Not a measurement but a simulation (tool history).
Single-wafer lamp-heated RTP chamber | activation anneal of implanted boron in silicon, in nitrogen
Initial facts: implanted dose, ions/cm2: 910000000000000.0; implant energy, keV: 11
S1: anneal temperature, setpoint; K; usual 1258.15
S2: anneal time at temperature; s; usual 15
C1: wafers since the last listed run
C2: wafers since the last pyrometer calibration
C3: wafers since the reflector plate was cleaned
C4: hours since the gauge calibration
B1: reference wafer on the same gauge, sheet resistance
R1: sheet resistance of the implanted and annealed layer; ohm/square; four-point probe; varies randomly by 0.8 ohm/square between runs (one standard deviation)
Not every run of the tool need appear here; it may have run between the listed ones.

run	hour	S1	S2	C1	C2	C3	C4	B1	R1
1	0	1258.15	15	0	153	8120	504.3	153.82	143.52
2	23.5	1258.15	9	287	440	8407	527.8	154.02	145.75
3	49.1	1258.15	9	313	753	8720	553.4	154.05	146.24
4	80.6	1258.15	9	385	1139	9106	584.9	154.12	146.18
5	100.3	1273.15	19	241	1380	9347	604.6	154	136.96
6	131.5	1273.15	19	381	1762	9728	635.8	153.78	136.21
7	167.5	1258.15	15	440	2202	10169	671.8	153.95	141.6
8	179.6	1258.15	15	148	2350	10317	683.9	153.89	141.04
9	197	1258.15	15	212	2563	10530	701.3	153.94	142.61
10	215.6	1258.15	15	227	2790	10757	719.9	154.03	140.53
11	246.2	1281.15	15	374	3165	11132	750.5	154.08	134.57
12	262.9	1281.15	15	204	3369	11336	767.2	153.79	135.34
13	283.4	1281.15	15	250	3620	11587	787.7	154.09	133.56
14	304.2	1258.15	18	254	3874	11841	808.5	153.7	139.9
15	331.5	1258.15	18	334	4208	12175	835.8	154.11	139.5
16	355.1	1258.15	13	288	4497	12464	859.4	154.02	140.33
# hour 356.9: gauge calibrated
17	368.6	1241.15	19	165	4662	12629	11.7	154.14	147.94
# hour 388.2: reflector plate cleaned
18	402.3	1236.15	19	314	4977	173	45.4	153.82	158.15
19	420.7	1234.15	7	225	5202	398	63.8	154.03	172.41
20	455.7	1258.15	15	428	5630	826	98.8	154	141.93
21	479.4	1283.15	21	289	5920	1116	122.5	154	135.39
# hour 566.6: pyrometer window cleaned and pyrometer calibrated
22	585.8	1269.15	18	1203	235	2320	228.9	154.14	139.54
23	600.4	1258.15	15	178	414	2498	243.5	153.8	144.9
24	620.7	1283.15	19	248	662	2747	263.8	154.07	136.15
25	640.3	1258.15	15	239	902	2987	283.4	153.92	146.28
26	660.6	1268.15	24	248	1150	3235	303.7	154.04	137.63
27	689.7	1240.15	15	356	1506	3591	332.8	154.23	159.02
28	716	1258.15	15	321	1828	3913	359.1	154.12	143.66
29	769.4	1231.15	15	653	2481	4566	412.5	154.29	168.43
30	791.5	1272.15	15	270	2752	4836	434.6	153.87	138.46
31	823.5	1274.15	10	391	3143	5228	466.6	154.09	138.88
32	851.3	1258.15	15	340	3483	5568	494.4	154.09	144.36
33	881.4	1234.15	15	368	3851	5936	524.5	154.19	162.11
34	908.3	1258.15	12	329	4181	6265	551.4	154.07	142.81
35	922.9	1250.15	15	178	4359	6444	566	154.14	147.15
36	942	1258.15	19	233	4593	6678	585.1	153.95	141.78
37	974.2	1278.15	15	393	4987	7072	617.3	153.98	134.65

4 ways to go on from here, each from the tool as it stands after run 37. What would each give?
A	974.6	1258.15	15	4	4992	7077	617.7	?	?
B	974.6	1233.15	11	4	4992	7077	617.7	?	?
C	974.6	1231.15	20	4	4992	7077	617.7	?	?
D	974.6	1274.15	18	4	4992	7077	617.7	?	?

run	B1	R1
A	154.21	141.54
B	154.21	163.26
C	154.21	158.27
D	154.21	135.97
What these runs would have given with no unlogged condition in the tool:
run	R1
A	147.19
B	178.64
C	172.01
D	138.69

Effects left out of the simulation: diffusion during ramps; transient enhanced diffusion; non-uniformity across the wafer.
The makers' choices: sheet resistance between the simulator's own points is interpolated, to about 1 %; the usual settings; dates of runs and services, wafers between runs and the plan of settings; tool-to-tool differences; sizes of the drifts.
